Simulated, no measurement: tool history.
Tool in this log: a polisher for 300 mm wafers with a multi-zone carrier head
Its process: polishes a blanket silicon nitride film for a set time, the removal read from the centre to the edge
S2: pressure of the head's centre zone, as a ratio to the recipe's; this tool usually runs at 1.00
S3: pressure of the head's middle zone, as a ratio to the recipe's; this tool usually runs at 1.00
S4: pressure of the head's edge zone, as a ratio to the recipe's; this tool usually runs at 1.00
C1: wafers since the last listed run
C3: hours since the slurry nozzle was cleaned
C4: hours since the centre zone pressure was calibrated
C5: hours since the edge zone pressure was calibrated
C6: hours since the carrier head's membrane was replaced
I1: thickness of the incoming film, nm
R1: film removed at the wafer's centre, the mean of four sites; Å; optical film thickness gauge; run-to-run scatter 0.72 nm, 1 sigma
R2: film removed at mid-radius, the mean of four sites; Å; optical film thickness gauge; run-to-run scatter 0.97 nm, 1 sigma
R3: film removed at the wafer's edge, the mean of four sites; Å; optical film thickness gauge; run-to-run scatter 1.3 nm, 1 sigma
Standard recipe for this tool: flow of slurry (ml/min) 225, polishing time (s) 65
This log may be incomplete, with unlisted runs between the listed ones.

Run 1, hour 0.0: usual settings but flow of slurry (ml/min) 200; C1 0; wafers polished on this pad 234; C3 155.7; C4 465.7; C5 1061.9; C6 1132.4; I1 555.5. Result: R1 990 Å, R2 987 Å, R3 993 Å.
Run 2, hour 6.2: usual settings but flow of slurry (ml/min) 160, S2 1.11, polishing time (s) 49; C1 44; wafers polished on this pad 279; C3 161.9; C4 471.9; C5 1068.1; C6 1138.6; I1 563.8. Result: R1 766 Å, R2 707 Å, R3 721 Å.
Run 3, hour 22.1: usual settings but flow of slurry (ml/min) 180, S4 1.11; C1 113; wafers polished on this pad 393; C3 177.8; C4 487.8; C5 1084.0; C6 1154.5; I1 564.0. Result: R1 959 Å, R2 957 Å, R3 1029 Å.
Run 4, hour 31.1: usual settings but flow of slurry (ml/min) 255; C1 64; wafers polished on this pad 457; C3 186.8; C4 496.8; C5 1093.0; C6 1163.5; I1 565.3. Result: R1 1040 Å, R2 1048 Å, R3 1045 Å.
At hour 45.5: centre zone pressure recalibrated.
At hour 61.7: edge zone pressure recalibrated.
Run 5, hour 76.2: usual settings but flow of slurry (ml/min) 260, S2 0.94, S3 1.04, polishing time (s) 84; C1 294; wafers polished on this pad 752; C3 231.9; C4 30.7; C5 14.5; C6 1208.6; I1 558.0. Result: R1 1279 Å, R2 1384 Å, R3 1338 Å.
At hour 86.5: worn pad replaced by a new one.
Run 6, hour 87.0: usual settings but flow of slurry (ml/min) 280, S4 0.91, polishing time (s) 88; C1 48; wafers polished on this pad 3; C3 242.7; C4 41.5; C5 25.3; C6 1219.4; I1 558.8. Result: R1 1400 Å, R2 1412 Å, R3 1356 Å.
Run 7, hour 103.1: usual settings but flow of slurry (ml/min) 285, S2 0.89, S3 0.90; C1 115; wafers polished on this pad 118; C3 258.8; C4 57.6; C5 41.4; C6 1235.5; I1 558.5. Result: R1 949 Å, R2 955 Å, R3 1038 Å.
Run 8, hour 112.4: usual settings but S4 1.10; C1 66; wafers polished on this pad 185; C3 268.1; C4 66.9; C5 50.7; C6 1244.8; I1 562.3. Result: R1 999 Å, R2 1011 Å, R3 1056 Å.
Run 9, hour 128.6: usual settings but flow of slurry (ml/min) 205, S3 1.05; C1 116; wafers polished on this pad 301; C3 284.3; C4 83.1; C5 66.9; C6 1261.0; I1 556.8. Result: R1 975 Å, R2 1006 Å, R3 1004 Å.
At hour 133.6: carrier head's membrane replaced by a new one.
Run 10, hour 137.8: usual settings but flow of slurry (ml/min) 155, S4 1.06, polishing time (s) 73; C1 30; wafers polished on this pad 331; C3 293.5; C4 92.3; C5 76.1; C6 4.2; I1 562.3. Result: R1 1026 Å, R2 1016 Å, R3 1096 Å.
Run 11, hour 147.1: usual settings but S3 1.12, polishing time (s) 46; C1 66; wafers polished on this pad 398; C3 302.8; C4 101.6; C5 85.4; C6 13.5; I1 554.3. Result: R1 707 Å, R2 762 Å, R3 715 Å.
Run 12, hour 157.6: usual settings; C1 75; wafers polished on this pad 473; C3 313.3; C4 112.1; C5 95.9; C6 24.0; I1 548.5. Result: R1 993 Å, R2 987 Å, R3 999 Å.
Run 13, hour 168.4: usual settings but polishing time (s) 78; C1 77; wafers polished on this pad 550; C3 324.1; C4 122.9; C5 106.7; C6 34.8; I1 560.4. Result: R1 1181 Å, R2 1195 Å, R3 1195 Å.

What will run 14 give?
Run 14, hour 184.8: usual settings but S2 1.09, S3 1.11, S4 1.07, polishing time (s) 50; C1 117; wafers polished on this pad 668; C3 340.5; C4 139.3; C5 123.1; C6 51.2; I1 554.4. Result: R1 ?, R2 ?, R3 ?.

{"run 14": {"R1": 824, "R2": 828, "R3": 799}}
The same run, on a tool lacking any hidden state, would have yielded R1 863 Å, R2 864 Å, R3 824 Å.
